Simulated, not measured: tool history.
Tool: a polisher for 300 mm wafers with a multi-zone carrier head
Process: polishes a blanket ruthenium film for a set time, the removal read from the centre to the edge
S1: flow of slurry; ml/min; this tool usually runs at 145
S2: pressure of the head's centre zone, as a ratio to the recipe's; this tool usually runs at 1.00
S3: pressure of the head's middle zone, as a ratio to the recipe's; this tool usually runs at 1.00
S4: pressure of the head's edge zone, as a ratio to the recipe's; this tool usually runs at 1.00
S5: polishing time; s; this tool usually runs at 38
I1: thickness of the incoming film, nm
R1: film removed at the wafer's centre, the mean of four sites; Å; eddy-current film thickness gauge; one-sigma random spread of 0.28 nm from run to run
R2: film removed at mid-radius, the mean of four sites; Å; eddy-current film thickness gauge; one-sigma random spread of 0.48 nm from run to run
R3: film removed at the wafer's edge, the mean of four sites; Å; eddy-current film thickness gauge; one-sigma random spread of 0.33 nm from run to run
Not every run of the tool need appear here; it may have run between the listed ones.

run     day   S1    S2    S3    S4  S5     I1   R1   R2   R3
  1   0.000  145  1.00  1.00  1.00  38  334.0  419  396  389
      1.533  -- slurry nozzle cleaned
  2   3.554  145  1.00  1.00  1.00  38  340.3  426  405  391
      4.417  -- worn pad replaced by a new one
  3   6.021  145  1.00  1.00  1.00  38  332.9  423  401  392
  4   7.983  145  1.00  1.00  1.00  38  343.5  430  390  395
  5  11.779  145  1.00  1.00  1.00  38  336.5  432  403  396
  6  14.525  145  1.00  1.00  1.00  38  344.5  428  400  392
     16.383  -- centre zone pressure recalibrated
  7  16.779  170  1.00  1.00  0.88  38  345.5  411  414  380
     19.275  -- carrier head's membrane replaced by a new one
  8  19.621  145  1.04  1.00  1.04  38  339.5  425  389  396
     20.896  -- edge zone pressure recalibrated
     23.567  -- slurry nozzle cleaned
  9  23.825  145  1.00  1.08  1.08  38  339.7  417  418  410
     25.579  -- worn pad replaced by a new one
 10  27.592  145  1.00  1.00  1.00  38  346.0  415  391  396
 11  31.204  145  1.00  1.00  1.00  38  338.8  424  395  395
 12  33.162  145  1.11  1.00  1.00  38  345.1  471  404  399
 13  36.846  145  1.05  1.00  1.00  31  334.4  365  326  323
 14  39.125  145  1.09  0.88  0.88  38  341.8  462  360  368
 15  40.738  145  1.06  1.00  1.09  34  341.0  407  353  363
     41.454  -- worn pad replaced by a new one
     46.096  -- centre zone pressure recalibrated
     47.054  -- slurry nozzle cleaned
 16  49.508  180  1.00  0.93  1.00  25  339.5  278  260  267
 17  53.800  145  1.04  1.00  1.04  38  340.4  424  401  395
 18  57.054  170  1.00  0.97  1.00  38  342.9  424  399  401
 19  59.412  145  1.00  1.00  1.10  38  342.3  420  400  413
     60.508  -- worn pad replaced by a new one
 20  62.771  145  0.92  1.00  1.00  38  335.8  385  398  394
 21  65.796  145  0.94  1.00  1.00  28  337.7  292  292  288

A few steps of R1 between consecutive runs. Split each: what settings, incoming material and random variation would produce without the hidden state, and what is left over for the hidden state, along with gauge scatter present in only one of the two compared results (measured, and without hidden state):
The hidden state here: removal rate lost through wear of the pad, %; slurry flow missing at the pad, %; deviation of the centre zone's pressure from its setpoint, %; deviation of the edge zone's pressure from its setpoint, %.
Run 6 -> 7: S1 145 -> 170, S4 1.00 -> 0.88, centre zone pressure recalibrated. R1 -17 Å: hidden state -30, all else +13.
Run 15 -> 16: S1 145 -> 180, S2 1.06 -> 1.00, S3 1.00 -> 0.93, S4 1.09 -> 1.00, S5 34 -> 25, worn pad replaced by a new one, centre zone pressure recalibrated, slurry nozzle cleaned. R1 -129 Å: hidden state -25, all else -104.
Run 16 -> 17: S1 180 -> 145, S2 1.00 -> 1.04, S3 0.93 -> 1.00, S4 1.00 -> 1.04, S5 25 -> 38. R1 +146 Å: hidden state +10, all else +136.
